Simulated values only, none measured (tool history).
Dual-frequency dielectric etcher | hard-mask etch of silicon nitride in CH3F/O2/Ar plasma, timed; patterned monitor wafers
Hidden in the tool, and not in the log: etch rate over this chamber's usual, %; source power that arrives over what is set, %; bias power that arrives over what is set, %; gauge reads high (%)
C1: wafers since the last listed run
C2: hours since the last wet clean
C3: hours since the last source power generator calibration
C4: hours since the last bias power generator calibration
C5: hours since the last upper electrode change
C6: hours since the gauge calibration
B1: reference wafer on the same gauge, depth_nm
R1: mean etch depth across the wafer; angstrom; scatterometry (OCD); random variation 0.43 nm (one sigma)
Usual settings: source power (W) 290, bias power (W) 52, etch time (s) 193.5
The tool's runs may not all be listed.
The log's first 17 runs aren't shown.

Run 18, day 17.162: usual settings; C1 75; C2 78.2; C3 299.8; C4 214.8; C5 92.7; C6 88.9; B1 103.4. Result: R1 1005 angstrom.
Run 19, day 18.233: usual settings but source power (W) 230; C1 110; C2 103.9; C3 325.5; C4 240.5; C5 118.4; C6 114.6; B1 103.2. Result: R1 932 angstrom.
Run 20, day 19.496: usual settings but bias power (W) 62, etch time (s) 156; C1 130; C2 134.2; C3 355.8; C4 270.8; C5 148.7; C6 144.9; B1 103.1. Result: R1 884 angstrom.
Run 21, day 20.888: usual settings but bias power (W) 41, etch time (s) 175; C1 144; C2 167.6; C3 389.2; C4 304.2; C5 182.1; C6 178.3; B1 103. Result: R1 817 angstrom.
Run 22, day 21.771: usual settings but source power (W) 230, bias power (W) 61; C1 91; C2 188.8; C3 410.4; C4 325.4; C5 203.3; C6 199.5; B1 103. Result: R1 1000 angstrom.
Run 23, day 23.962: usual settings but etch time (s) 140; C1 227; C2 241.4; C3 463; C4 378; C5 255.9; C6 252.1; B1 102.7. Result: R1 723 angstrom.
Run 24, day 24.971: usual settings but bias power (W) 48, etch time (s) 221.5; C1 104; C2 265.6; C3 487.2; C4 402.2; C5 280.1; C6 276.3; B1 102.7. Result: R1 1106 angstrom.
Run 25, day 26.358: usual settings; C1 143; C2 298.9; C3 520.5; C4 435.5; C5 313.4; C6 309.6; B1 102.7. Result: R1 999 angstrom.
Run 26, day 27.762: usual settings but source power (W) 260, bias power (W) 45; C1 145; C2 332.6; C3 554.2; C4 469.2; C5 347.1; C6 343.3; B1 102.5. Result: R1 895 angstrom.
Run 27, day 28.796: usual settings but source power (W) 250, bias power (W) 40, etch time (s) 229; C1 107; C2 357.4; C3 579; C4 494; C5 371.9; C6 368.1; B1 102.3. Result: R1 993 angstrom.
At day 29.908: wet clean of the chamber.
Run 28, day 30.029: usual settings; C1 24; C2 2.9; C3 608.6; C4 523.6; C5 401.5; C6 397.7; B1 102.4. Result: R1 999 angstrom.
Run 29, day 31.496: usual settings; C1 151; C2 38.1; C3 643.8; C4 558.8; C5 436.7; C6 432.9; B1 102.1. Result: R1 995 angstrom.
Run 30, day 32.208: usual settings but bias power (W) 45; C1 73; C2 55.2; C3 660.9; C4 575.9; C5 453.8; C6 450; B1 102.1. Result: R1 930 angstrom.

Forecast each of these 4 alternatives for the next run:
Run A, day 32.229: usual settings but etch time (s) 221; C1 2; C2 55.7; C3 661.4; C4 576.4; C5 454.3; C6 450.5; B1 ?. Result: R1 ?.
Run B, day 32.229: usual settings but source power (W) 330, bias power (W) 56, etch time (s) 231.5; C1 2; C2 55.7; C3 661.4; C4 576.4; C5 454.3; C6 450.5; B1 ?. Result: R1 ?.
Run C, day 32.229: usual settings but source power (W) 320, bias power (W) 58, etch time (s) 223.5; C1 2; C2 55.7; C3 661.4; C4 576.4; C5 454.3; C6 450.5; B1 ?. Result: R1 ?.
Run D, day 32.229: usual settings but source power (W) 260, bias power (W) 44, etch time (s) 148.5; C1 2; C2 55.7; C3 661.4; C4 576.4; C5 454.3; C6 450.5; B1 ?. Result: R1 ?.

run     B1    R1
  A  102.1  1141
  B  102.1  1295
  C  102.1  1257
  D  102.1   681
Without the tool's hidden state the same runs would have given:
run    R1
  A  1162
  B  1319
  C  1280
  D   694

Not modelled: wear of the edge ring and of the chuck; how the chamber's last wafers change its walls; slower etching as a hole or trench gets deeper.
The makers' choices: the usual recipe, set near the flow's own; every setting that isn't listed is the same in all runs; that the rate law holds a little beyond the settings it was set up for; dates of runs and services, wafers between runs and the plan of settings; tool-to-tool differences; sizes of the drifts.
